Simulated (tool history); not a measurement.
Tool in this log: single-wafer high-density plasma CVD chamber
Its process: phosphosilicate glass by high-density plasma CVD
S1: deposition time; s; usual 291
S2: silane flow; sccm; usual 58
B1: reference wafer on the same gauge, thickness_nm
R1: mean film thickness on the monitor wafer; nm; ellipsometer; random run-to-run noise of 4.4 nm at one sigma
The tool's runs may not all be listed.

run,hour,S1,S2,B1,R1
1,0,291,53,2089.349,1704.74
2,79.8,291,53,2089.036,1703.752
3,299,291,53,2091.059,1699.018
4,336.2,291,62,2089.41,1940.805
5,394.6,291,62,2088.01,1946.139
6,501,291,62,2091.768,1950.941
7,596.2,291,64,2090.089,2001.797
8,700.9,291,64,2090.439,2001.608
9,746.6,291,64,2090.934,2008.153
10,786.3,291,58,2090.201,1835.974
11,861.8,275,58,2090.105,1744.525
12,956.1,275,58,2089.885,1749.503
13,1041.6,275,58,2089.614,1749.76
14,1114.2,291,58,2089.601,1852.167
15,1174.6,291,58,2089.383,1847.056
16,1276.6,254,58,2090.266,1618.418
17,1312.7,254,58,2090.4,1614.859
18,1382.1,254,58,2089.429,1621.027
19,1485.7,251,58,2090.525,1606.049
20,1531.8,251,58,2090.117,1600.25
# hour 1545.7: silane flow controller replaced
21,1597.4,251,58,2090.214,1568.202
22,1692,249,62,2091.093,1643.689
23,1732.9,291,58,2089.615,1825.47
24,1829.3,258,65,2091.31,1779.768
25,1912.4,291,58,2090.851,1819.634
26,2013,291,58,2090.286,1820.327
27,2098,319,54,2091.294,1870.311
28,2191.2,329,50,2090.519,1814.333
29,2281.1,254,64,2090.769,1724.371
30,2322.5,346,58,2090.53,2159.734
31,2364.5,274,66,2089.421,1908.599
32,2402.6,251,58,2090.212,1571.107
# hour 2469.2: gauge calibrated
33,2473.8,291,50,2089.588,1608.375
34,2514.9,251,58,2089.904,1561.239
35,2611.4,291,63,2090.407,1949.77
36,2699,291,58,2090.009,1822.936
37,2759.8,259,50,2089.658,1429.274
38,2806.8,291,58,2090.363,1816.478
39,2884.1,291,62,2088.565,1920.193
40,2959,264,54,2089.65,1557.288
41,3009.3,318,49,2090.946,1724.38
42,3090.9,291,58,2090.299,1827.46
43,3190.1,253,58,2089.544,1583.857

5 options for the next run, each taken on its own from the tool as it stands now. Forecast them:
A,3190.6,291,66,?,?
B,3190.6,326,62,?,?
C,3190.6,308,55,?,?
D,3190.6,291,55,?,?
E,3190.6,265,58,?,?

run,B1,R1
A,2089.029,2032.554
B,2089.029,2158.36
C,2089.029,1842.998
D,2089.029,1741.274
E,2089.029,1658.038
Without the tool's unlogged condition, the same runs would have read:
run,R1
A,2031.026
B,2156.737
C,1841.612
D,1739.965
E,1656.792

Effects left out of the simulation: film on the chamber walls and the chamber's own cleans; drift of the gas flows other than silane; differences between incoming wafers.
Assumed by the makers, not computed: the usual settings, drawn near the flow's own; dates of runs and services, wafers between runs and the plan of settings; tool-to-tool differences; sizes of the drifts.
